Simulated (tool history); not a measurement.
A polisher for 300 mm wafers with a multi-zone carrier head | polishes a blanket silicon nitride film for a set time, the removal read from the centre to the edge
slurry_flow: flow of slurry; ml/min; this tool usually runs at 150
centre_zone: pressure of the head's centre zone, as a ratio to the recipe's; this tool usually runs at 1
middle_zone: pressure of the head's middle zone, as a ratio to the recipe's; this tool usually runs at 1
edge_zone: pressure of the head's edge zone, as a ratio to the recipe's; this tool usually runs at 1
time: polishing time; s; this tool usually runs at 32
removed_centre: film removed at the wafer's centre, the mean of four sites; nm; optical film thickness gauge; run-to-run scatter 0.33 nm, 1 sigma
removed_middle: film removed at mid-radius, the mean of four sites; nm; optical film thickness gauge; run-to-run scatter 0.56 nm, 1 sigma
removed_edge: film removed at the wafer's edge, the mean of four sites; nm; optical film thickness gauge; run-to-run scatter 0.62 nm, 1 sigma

| run | hour | slurry_flow | centre_zone | middle_zone | edge_zone | time | wafers since the last listed run | wafers polished on this pad | hours since the slurry nozzle was cleaned | hours since the centre zone pressure was calibrated | hours since the edge zone pressure was calibrated | hours since the carrier head's membrane was replaced | incoming thickness of the incoming film, nm | removed_centre | removed_middle | removed_edge |
|---|---|---|---|---|---|---|---|---|---|---|---|---|---|---|---|---|
| 1 | 0 | 150 | 1 | 1 | 1 | 32 | 0 | 89 | 418.6 | 1608.5 | 132.2 | 1952.2 | 498.7 | 43.6 | 43.7 | 42.2 |
| 2 | 10.2 | 150 | 1 | 1 | 1 | 32 | 140 | 229 | 428.8 | 1618.7 | 142.4 | 1962.4 | 491.4 | 42.5 | 43.6 | 43.8 |
|  | 11.5 | slurry nozzle cleaned |
| 3 | 27.4 | 150 | 1 | 1 | 1 | 32 | 222 | 452 | 15.9 | 1635.9 | 159.6 | 1979.6 | 483.5 | 44.8 | 44.4 | 43.4 |
| 4 | 43 | 150 | 1 | 1 | 1 | 32 | 214 | 666 | 31.5 | 1651.5 | 175.2 | 1995.2 | 486.7 | 44.5 | 44.9 | 41.8 |
|  | 58.2 | centre zone pressure recalibrated |
| 5 | 58.9 | 150 | 1 | 1 | 1 | 32 | 190 | 857 | 47.4 | 0.7 | 191.1 | 2011.1 | 489 | 43.6 | 43.9 | 43.1 |
| 6 | 69.6 | 190 | 1.06 | 1 | 1.06 | 22 | 146 | 1004 | 58.1 | 11.4 | 201.8 | 2021.8 | 494.3 | 33.2 | 30.7 | 29.7 |
|  | 78.5 | worn pad replaced by a new one |
| 7 | 79 | 165 | 1 | 1 | 1 | 32 | 74 | 6 | 67.5 | 20.8 | 211.2 | 2031.2 | 486.3 | 46.4 | 46.8 | 44.8 |
| 8 | 93.1 | 150 | 0.93 | 1.04 | 1 | 32 | 193 | 200 | 81.6 | 34.9 | 225.3 | 2045.3 | 487.6 | 42.5 | 46.9 | 44.8 |
| 9 | 109.8 | 150 | 1 | 1 | 1 | 32 | 229 | 429 | 98.3 | 51.6 | 242 | 2062 | 496.8 | 45.1 | 44.3 | 44.4 |
| 10 | 118.3 | 190 | 1 | 1 | 1 | 32 | 116 | 546 | 106.8 | 60.1 | 250.5 | 2070.5 | 496.1 | 46 | 46.2 | 44.8 |
| 11 | 131 | 150 | 1 | 1 | 1 | 32 | 174 | 720 | 119.5 | 72.8 | 263.2 | 2083.2 | 490.3 | 44 | 43.9 | 43.9 |
| 12 | 137.2 | 130 | 0.89 | 1 | 1.08 | 32 | 85 | 805 | 125.7 | 79 | 269.4 | 2089.4 | 495.9 | 38 | 43.1 | 43.7 |
|  | 156.1 | edge zone pressure recalibrated |
| 13 | 156.6 | 150 | 1 | 1 | 1 | 32 | 238 | 1044 | 145.1 | 98.4 | 0.5 | 2108.8 | 489.5 | 43.3 | 44.4 | 42.3 |
| 14 | 166.2 | 150 | 1 | 1 | 1 | 32 | 131 | 1176 | 154.7 | 108 | 10.1 | 2118.4 | 484.5 | 42.8 | 44 | 41.6 |
| 15 | 176.9 | 105 | 0.96 | 1 | 0.93 | 21 | 146 | 1323 | 165.4 | 118.7 | 20.8 | 2129.1 | 488.4 | 24.7 | 25.6 | 25.1 |
|  | 181.8 | worn pad replaced by a new one |
|  | 205.5 | carrier head's membrane replaced by a new one |
| 16 | 216.5 | 150 | 1 | 1 | 1 | 32 | 420 | 408 | 205 | 158.3 | 60.4 | 11 | 490 | 44 | 44.3 | 42.8 |
| 17 | 229.6 | 110 | 1 | 0.89 | 1 | 32 | 179 | 588 | 218.1 | 171.4 | 73.5 | 24.1 | 490.6 | 40.5 | 36.9 | 40.5 |
| 18 | 236.1 | 150 | 1 | 1 | 1.09 | 26 | 89 | 677 | 224.6 | 177.9 | 80 | 30.6 | 484.5 | 35.5 | 35.9 | 36.2 |
| 19 | 252.9 | 150 | 1 | 1 | 1.03 | 32 | 230 | 908 | 241.4 | 194.7 | 96.8 | 47.4 | 488.5 | 42.3 | 42.3 | 42 |
|  | 263.8 | worn pad replaced by a new one |
| 20 | 266.8 | 150 | 1 | 1 | 1 | 22 | 135 | 41 | 255.3 | 208.6 | 110.7 | 61.3 | 488.8 | 31 | 30.7 | 30.6 |
| 21 | 284.5 | 150 | 1 | 1 | 1 | 32 | 243 | 284 | 273 | 226.3 | 128.4 | 79 | 489.9 | 45 | 44.6 | 43.2 |
| 22 | 297.9 | 100 | 0.96 | 1 | 1 | 32 | 184 | 468 | 286.4 | 239.7 | 141.8 | 92.4 | 479.7 | 38.5 | 39.7 | 40.7 |

Each row is a separate what-if for the run after 22, all from the same tool condition, not one after another. Results?
| A | 298.3 | 150 | 1 | 1 | 1 | 32 | 5 | 474 | 286.8 | 240.1 | 142.2 | 92.8 | 485 | ? | ? | ? |
| B | 298.3 | 150 | 1.05 | 1 | 1 | 32 | 5 | 474 | 286.8 | 240.1 | 142.2 | 92.8 | 485 | ? | ? | ? |
| C | 298.3 | 150 | 0.94 | 1 | 1.08 | 42 | 5 | 474 | 286.8 | 240.1 | 142.2 | 92.8 | 485 | ? | ? | ? |
| D | 298.3 | 150 | 0.92 | 1.04 | 1 | 32 | 5 | 474 | 286.8 | 240.1 | 142.2 | 92.8 | 485 | ? | ? | ? |

| run | removed_centre | removed_middle | removed_edge |
|---|---|---|---|
| A | 44.6 | 44.7 | 43.1 |
| B | 46.8 | 44.7 | 43.1 |
| C | 55 | 58.7 | 58.3 |
| D | 41 | 46.2 | 43 |
Without the tool's hidden state the same runs would have given:
| run | removed_centre | removed_middle | removed_edge |
|---|---|---|---|
| A | 47 | 46.9 | 45 |
| B | 49.3 | 46.9 | 45 |
| C | 57.9 | 61.6 | 60.9 |
| D | 43.2 | 48.5 | 45 |
